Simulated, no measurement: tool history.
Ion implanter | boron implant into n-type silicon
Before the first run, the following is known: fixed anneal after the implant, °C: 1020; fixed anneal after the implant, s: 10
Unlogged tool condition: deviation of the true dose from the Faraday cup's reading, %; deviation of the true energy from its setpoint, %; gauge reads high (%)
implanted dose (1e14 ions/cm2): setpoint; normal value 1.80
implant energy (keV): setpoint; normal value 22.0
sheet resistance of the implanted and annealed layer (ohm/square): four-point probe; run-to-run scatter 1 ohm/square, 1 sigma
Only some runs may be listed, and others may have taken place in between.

| run | hour | implanted dose (1e14 ions/cm2) | implant energy (keV) | wafers since the last listed run | hours since the last dose calibration | hours since the extraction supply was calibrated | hours since the gauge calibration | read-back reference wafer on the same gauge, sheet resistance | sheet resistance of the implanted and annealed layer (ohm/square) |
|---|---|---|---|---|---|---|---|---|---|
| 1 | 0.0 | 2.13 | 16.5 | 0 | 830.2 | 7155.7 | 2764.1 | 432.76 | 453.46 |
| 2 | 97.0 | 1.80 | 23.5 | 2818 | 927.2 | 7252.7 | 2861.1 | 432.19 | 496.62 |
| 3 | 164.9 | 1.80 | 23.5 | 1972 | 995.1 | 7320.6 | 2929.0 | 431.88 | 497.74 |
| 4 | 251.7 | 1.80 | 23.5 | 2521 | 1081.9 | 7407.4 | 3015.8 | 431.26 | 495.35 |
| 5 | 314.4 | 1.80 | 26.0 | 1821 | 1144.6 | 7470.1 | 3078.5 | 431.08 | 489.16 |
|  | 362.1 | Faraday cup replaced and dose calibrated |
| 6 | 395.2 | 1.80 | 26.0 | 2115 | 33.1 | 7550.9 | 3159.3 | 430.71 | 490.29 |
| 7 | 447.2 | 1.80 | 22.0 | 1510 | 85.1 | 7602.9 | 3211.3 | 430.17 | 499.78 |
| 8 | 498.3 | 1.80 | 22.0 | 1484 | 136.2 | 7654.0 | 3262.4 | 430.10 | 498.24 |
|  | 543.4 | extraction supply calibrated |
| 9 | 544.8 | 1.80 | 22.0 | 1118 | 182.7 | 1.4 | 3308.9 | 429.81 | 498.58 |
| 10 | 654.4 | 1.80 | 22.0 | 3184 | 292.3 | 111.0 | 3418.5 | 429.90 | 497.41 |
| 11 | 741.2 | 1.94 | 22.0 | 2521 | 379.1 | 197.8 | 3505.3 | 428.78 | 468.78 |
|  | 767.7 | gauge calibrated |
| 12 | 832.9 | 1.34 | 19.0 | 2664 | 470.8 | 289.5 | 65.2 | 437.33 | 656.99 |
| 13 | 904.9 | 1.55 | 22.0 | 2091 | 542.8 | 361.5 | 137.2 | 437.49 | 571.17 |
| 14 | 991.2 | 1.80 | 22.0 | 2507 | 629.1 | 447.8 | 223.5 | 437.83 | 506.12 |
| 15 | 1030.9 | 1.80 | 25.5 | 1153 | 668.8 | 487.5 | 263.2 | 437.56 | 496.62 |
| 16 | 1070.7 | 1.80 | 22.0 | 1156 | 708.6 | 527.3 | 303.0 | 437.78 | 510.02 |
| 17 | 1106.8 | 1.80 | 23.5 | 1048 | 744.7 | 563.4 | 339.1 | 437.53 | 501.63 |
| 18 | 1189.2 | 1.80 | 22.0 | 2394 | 827.1 | 645.8 | 421.5 | 437.28 | 509.15 |
| 19 | 1284.8 | 2.03 | 17.0 | 2777 | 922.7 | 741.4 | 517.1 | 437.32 | 476.39 |
|  | 1434.4 | Faraday cup replaced and dose calibrated |
| 20 | 1545.7 | 1.39 | 22.0 | 7348 | 111.3 | 1002.3 | 778.0 | 436.97 | 620.00 |
| 21 | 1647.5 | 1.40 | 15.0 | 2957 | 213.1 | 1104.1 | 879.8 | 436.90 | 654.61 |
| 22 | 1686.8 | 1.40 | 15.0 | 1141 | 252.4 | 1143.4 | 919.1 | 437.04 | 651.10 |
| 23 | 1751.1 | 1.31 | 22.0 | 1868 | 316.7 | 1207.7 | 983.4 | 436.55 | 648.98 |
| 24 | 1855.4 | 1.28 | 22.0 | 3030 | 421.0 | 1312.0 | 1087.7 | 436.67 | 662.93 |
| 25 | 1980.6 | 1.80 | 22.0 | 3637 | 546.2 | 1437.2 | 1212.9 | 436.07 | 505.43 |
| 26 | 2045.2 | 2.05 | 16.5 | 1876 | 610.8 | 1501.8 | 1277.5 | 436.54 | 473.06 |
| 27 | 2128.4 | 1.80 | 22.0 | 2417 | 694.0 | 1585.0 | 1360.7 | 436.28 | 506.40 |
| 28 | 2229.0 | 1.57 | 25.0 | 2922 | 794.6 | 1685.6 | 1461.3 | 435.96 | 551.67 |
| 29 | 2334.1 | 2.27 | 28.5 | 3053 | 899.7 | 1790.7 | 1566.4 | 435.68 | 407.01 |
| 30 | 2371.7 | 1.80 | 22.0 | 1092 | 937.3 | 1828.3 | 1604.0 | 435.21 | 506.66 |
| 31 | 2443.6 | 1.95 | 15.0 | 2089 | 1009.2 | 1900.2 | 1675.9 | 435.30 | 497.47 |
|  | 2522.3 | Faraday cup replaced and dose calibrated |
| 32 | 2541.0 | 1.80 | 23.5 | 2597 | 18.7 | 1997.6 | 1773.3 | 435.18 | 500.57 |

Forecast run 33:
| 33 | 2578.5 | 1.49 | 14.5 | 1089 | 56.2 | 2035.1 | 1810.8 | ? | ? |

read-back reference wafer on the same gauge, sheet resistance: 434.95
sheet resistance of the implanted and annealed layer (ohm/square): 621.45
Minus the tool's unlogged condition, the same run would have read sheet resistance of the implanted and annealed layer (ohm/square) 625.67.
